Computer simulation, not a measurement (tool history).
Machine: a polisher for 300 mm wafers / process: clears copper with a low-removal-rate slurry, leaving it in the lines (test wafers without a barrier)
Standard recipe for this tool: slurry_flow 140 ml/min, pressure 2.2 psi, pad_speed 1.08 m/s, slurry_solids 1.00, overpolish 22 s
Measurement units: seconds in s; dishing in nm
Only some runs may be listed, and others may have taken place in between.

run    hour  slurry_flow  pressure  pad_speed  slurry_solids  overpolish  incoming thickness of the incoming film, nm  seconds  dishing
  1     0.0          140       2.2       1.08           1.10          22                                        250.1    104.1     30.2
  2    88.9          100       2.2       1.08           1.00          22                                        249.4    125.7     27.5
  3   181.4          100       2.2       1.08           1.00          22                                        249.8    132.2     25.5
      193.1  -- slurry nozzle cleaned
  4   252.7          140       2.2       1.08           1.00          22                                        254.1    104.1     30.0
      262.4  -- worn pad replaced by a new one
  5   304.1          140       2.2       1.08           1.00          22                                        246.0    100.7     30.1
  6   364.6          140       2.2       1.08           1.00          22                                        249.2     99.5     30.7
      386.8  -- slurry blender recalibrated
      391.1  -- head pressure recalibrated
  7   462.7          140       2.2       1.08           1.00          22                                        253.2     97.5     31.0
  8   527.4          140       2.2       1.08           1.00          22                                        254.1     99.9     30.8
  9   624.5          140       2.2       1.08           1.00          22                                        250.9    107.2     30.0
 10   689.9          140       2.2       1.08           1.00          22                                        249.5    105.4     29.4
 11   749.2          140       2.2       1.08           1.00          22                                        249.8    108.1     28.5
      793.1  -- worn pad replaced by a new one
 12   797.2          140       2.2       1.08           1.00          22                                        247.7    107.4     28.8
      824.2  -- slurry blender recalibrated
      863.7  -- slurry nozzle cleaned
 13   871.5          140       1.4       1.08           0.70           9                                        254.9    147.5     11.1
 14   959.4          140       2.2       1.08           1.25          22                                        246.7     90.3     32.4
 15  1000.1          140       2.2       1.28           1.00          22                                        249.8     85.4     34.1
 16  1070.1          140       2.2       1.08           1.00          22                                        245.7     93.8     30.4
     1074.3  -- head pressure recalibrated
 17  1119.3           95       2.6       1.42           1.00          26                                        248.7     74.6     41.1
 18  1220.9          140       2.9       1.24           1.10          31                                        249.2     70.7     46.8
     1274.4  -- worn pad replaced by a new one
 19  1274.9          140       2.2       1.08           0.80          22                                        249.0    111.4     29.9
 20  1330.3          105       2.5       1.44           1.00          22                                        248.8     78.8     35.9
     1358.0  -- slurry blender recalibrated
 21  1399.3          180       2.2       0.78           1.00          22                                        246.3    127.7     25.4
 22  1436.8          140       2.2       1.08           1.00          22                                        247.4    104.0     30.7
 23  1505.8          140       2.5       0.96           1.00          22                                        248.3    106.6     28.6
     1543.5  -- slurry nozzle cleaned
 24  1574.3          175       2.2       1.32           1.00          17                                        248.8     79.5     29.7
 25  1657.8          140       2.4       1.22           1.00          13                                        249.9     82.7     23.6
     1718.1  -- worn pad replaced by a new one
 26  1720.0          140       2.2       1.08           1.00          22                                        249.9    102.9     30.5
 27  1811.4          140       1.9       1.08           1.00          22                                        250.1    122.1     27.6
 28  1849.9          140       2.2       1.08           1.00          22                                        255.0    107.0     29.5
     1888.9  -- slurry blender recalibrated
 29  1910.4          105       2.7       1.08           1.00          22                                        248.6     84.4     33.8

3 ways to go on from here, each from the tool as it stands after run 29. What would each give?
  A  1910.9          140       2.2       1.08           0.70          22                                        252.3        ?        ?
  B  1910.9          115       2.2       0.80           0.90          22                                        252.3        ?        ?
  C  1910.9          140       2.2       1.08           1.00          18                                        252.3        ?        ?

run  seconds  dishing
  A    106.4     30.1
  B    143.1     24.4
  C     98.5     27.6
Take away the tool's hidden state, keep each run's random variation, and the runs would have read:
run  seconds  dishing
  A    102.0     30.9
  B    136.3     25.3
  C     94.4     28.5
